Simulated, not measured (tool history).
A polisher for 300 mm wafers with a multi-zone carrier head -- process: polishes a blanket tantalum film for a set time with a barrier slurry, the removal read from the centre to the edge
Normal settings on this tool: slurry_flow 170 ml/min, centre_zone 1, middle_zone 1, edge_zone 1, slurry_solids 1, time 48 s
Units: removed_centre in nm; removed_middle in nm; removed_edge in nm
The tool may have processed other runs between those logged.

run     day  slurry_flow  centre_zone  middle_zone  edge_zone  slurry_solids  time  wafers since the last listed run  wafers polished on this pad  hours since the slurry nozzle was cleaned  hours since the centre zone pressure was calibrated  hours since the edge zone pressure was calibrated  hours since the carrier head's membrane was replaced  incoming thickness of the incoming film, nm  removed_centre  removed_middle  removed_edge
  1       0          170         1.04         0.91          1              1    48                                 0                          306                                      153.5                                               1353.7                                                0.5                                                1810.2                                        247.4            93.4            87.5            91
  2   0.625          115            1            1          1              1    48                               104                          411                                      168.5                                               1368.7                                               15.5                                                1825.2                                        248.2            81.5            83.6          83.9
  3     1.3          195         1.08            1       1.06              1    56                               113                          524                                      184.7                                               1384.9                                               31.7                                                1841.4                                        248.8           114.1           108.6         111.7
  4   1.833          170            1            1       1.07              1    48                                89                          613                                      197.5                                               1397.7                                               44.5                                                1854.2                                        249.7            89.7            91.4          95.3
  5   2.104          170         0.89            1       1.09              1    48                                45                          659                                        204                                               1404.2                                                 51                                                1860.7                                        246.4            80.9              91          95.8
  6   2.608          170            1            1          1              1    48                                84                          744                                      216.1                                               1416.3                                               63.1                                                1872.8                                        247.6              88            90.4          91.3
      2.838  -- centre zone pressure recalibrated
  7   3.129          170            1            1          1            0.8    48                                73                          817                                      228.6                                                    7                                               75.6                                                1885.3                                        248.4              84            85.9            86
  8   3.621          170         1.05            1          1           1.15    48                                82                          900                                      240.4                                                 18.8                                               87.4                                                1897.1                                        247.1            97.2            95.5          92.4
      4.483  -- carrier head's membrane replaced by a new one
  9   4.504          170         0.96            1          1           1.15    48                               113                         1013                                      261.6                                                   40                                              108.6                                                   0.5                                        249.4            88.2            92.3          92.1
 10   5.029          135            1            1          1           0.85    48                                88                         1101                                      274.2                                                 52.6                                              121.2                                                  13.1                                        252.2            79.9            82.8          83.5
      5.496  -- worn pad replaced by a new one
 11   5.779          170         0.89            1          1              1    48                                97                           47                                      292.2                                                 70.6                                              139.2                                                  31.1                                        245.9            78.9            91.3          89.9
 12   6.162          195            1            1       0.92              1    48                                64                          112                                      301.4                                                 79.8                                              148.4                                                  40.3                                        248.9            91.5            94.5          88.9
 13   6.558          170         1.05            1       1.09              1    48                                66                          178                                      310.9                                                 89.3                                              157.9                                                  49.8                                        250.4            93.6            88.8          91.5
 14   7.254          170            1            1          1              1    48                               116                          295                                      327.6                                                  106                                              174.6                                                  66.5                                        250.2            87.1            90.9          89.6
 15   8.671          170            1         0.92       1.06              1    48                               237                          533                                      361.6                                                  140                                              208.6                                                 100.5                                        249.3            88.3            86.1          90.6
 16   9.317          170            1            1       0.91            0.7    48                               108                          642                                      377.1                                                155.5                                              224.1                                                   116                                        245.5            79.6            81.3            79
 17   9.779          170         0.91         0.91       0.97              1    48                                77                          719                                      388.2                                                166.6                                              235.2                                                 127.1                                        250.1            79.7            84.3          86.8
 18   10.15          170            1            1       1.04            0.8    48                                62                          782                                      397.1                                                175.5                                              244.1                                                   136                                        252.7              82            84.4          85.7
 19  10.596          170            1            1          1              1    48                                74                          857                                      407.8                                                186.2                                              254.8                                                 146.7                                        245.9            86.7            88.4          88.8
 20  11.212          170            1            1          1              1    48                               103                          960                                      422.6                                                  201                                              269.6                                                 161.5                                        245.2            86.9            87.6          88.1
 21  11.588          150            1            1          1              1    61                                62                         1023                                      431.6                                                  210                                              278.6                                                 170.5                                        251.7             105           107.8         107.9
 22  11.962          170            1            1       0.89              1    48                                62                         1086                                      440.6                                                  219                                              287.6                                                 179.5                                          248            85.6            88.3            84
 23  12.579          130            1            1          1              1    48                               103                         1190                                      455.4                                                233.8                                              302.4                                                 194.3                                          254            77.3            80.5          84.5

Forecast each of these 3 alternatives for the next run:
  A  12.596          170            1            1          1              1    37                                 2                         1193                                      455.8                                                234.2                                              302.8                                                 194.7                                        249.9               ?               ?             ?
  B  12.596          170         0.88          0.9          1            0.9    48                                 2                         1193                                      455.8                                                234.2                                              302.8                                                 194.7                                        249.9               ?               ?             ?
  C  12.596          170            1            1       1.03              1    61                                 2                         1193                                      455.8                                                234.2                                              302.8                                                 194.7                                        249.9               ?               ?             ?

run  removed_centre  removed_middle  removed_edge
  A            64.2            68.4          67.6
  B            72.1            82.2          85.7
  C           105.8           112.8           113
Take away the tool's hidden state, keep each run's random variation, and the runs would have read:
run  removed_centre  removed_middle  removed_edge
  A            68.8            72.8          70.7
  B            77.3            87.4          89.6
  C           113.5             120         118.2
